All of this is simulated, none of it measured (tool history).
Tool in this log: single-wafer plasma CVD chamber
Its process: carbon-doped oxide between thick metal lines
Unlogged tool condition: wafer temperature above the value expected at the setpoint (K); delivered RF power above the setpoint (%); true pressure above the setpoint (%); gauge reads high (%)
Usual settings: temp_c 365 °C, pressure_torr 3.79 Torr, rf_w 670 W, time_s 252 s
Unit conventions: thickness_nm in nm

run,day,temp_c,pressure_torr,rf_w,time_s,wafers since the last listed run,hours since the last thermocouple change,hours since the last RF generator calibration,hours since the last manometer calibration,hours since the showerhead was replaced,hours since the gauge calibration,"read-back reference wafer on the same gauge, thickness_nm",thickness_nm
1,0.000,365,3.79,670,252,0,2196.0,2304.1,1225.2,2731.2,504.2,1640.771,1399.985
2,2.521,365,3.79,670,252,402,2256.5,2364.6,1285.7,2791.7,564.7,1645.937,1400.002
3,4.058,365,3.56,670,252,245,2293.4,2401.5,1322.6,2828.6,601.6,1649.286,1396.622
4,5.825,365,3.56,670,252,281,2335.8,2443.9,1365.0,2871.0,644.0,1651.828,1407.676
5,8.654,365,3.79,670,252,451,2403.7,2511.8,1432.9,2938.9,711.9,1660.764,1417.252
# day 10.896: thermocouple changed; heater temperature recalibrated
# day 11.117: RF generator calibrated
6,11.138,365,3.79,670,252,307,5.8,0.5,1492.5,2998.5,771.5,1669.302,1429.570
# day 13.454: showerhead replaced
7,13.662,356,3.79,670,252,349,66.4,61.1,1553.1,5.0,832.1,1675.847,1463.167
# day 14.371: gauge calibrated
8,14.804,377,3.79,670,300,182,93.8,88.5,1580.5,32.4,10.4,1619.998,1600.910
9,17.067,351,4.44,670,286,361,148.1,142.8,1634.8,86.7,64.7,1617.659,1644.173
# day 17.904: capacitance manometer re-zeroed and calibrated
10,18.358,365,4.21,670,221,152,179.1,173.8,10.9,117.7,95.7,1619.506,1225.318
11,20.750,374,2.92,580,286,381,236.5,231.2,68.3,175.1,153.1,1620.765,1343.068
12,22.150,365,3.79,670,252,223,270.1,264.8,101.9,208.7,186.7,1620.718,1382.087
13,23.692,365,3.79,670,252,246,307.1,301.8,138.9,245.7,223.7,1622.075,1382.792
14,26.358,365,3.79,670,252,425,371.1,365.8,202.9,309.7,287.7,1623.245,1382.197
15,28.946,365,3.79,735,252,413,433.2,427.9,265.0,371.8,349.8,1630.295,1484.647

Forecast each of these 3 alternatives for the next run:
A,28.967,365,3.34,670,252,3,433.7,428.4,265.5,372.3,350.3,?,?
B,28.967,365,4.63,770,291,3,433.7,428.4,265.5,372.3,350.3,?,?
C,28.967,356,3.79,605,209,3,433.7,428.4,265.5,372.3,350.3,?,?

run,"read-back reference wafer on the same gauge, thickness_nm",thickness_nm
A,1627.288,1370.721
B,1627.288,1823.181
C,1627.288,1082.472
Take away the tool's hidden state, keep each run's random variation, and the runs would have read:
run,thickness_nm
A,1364.278
B,1814.611
C,1077.383
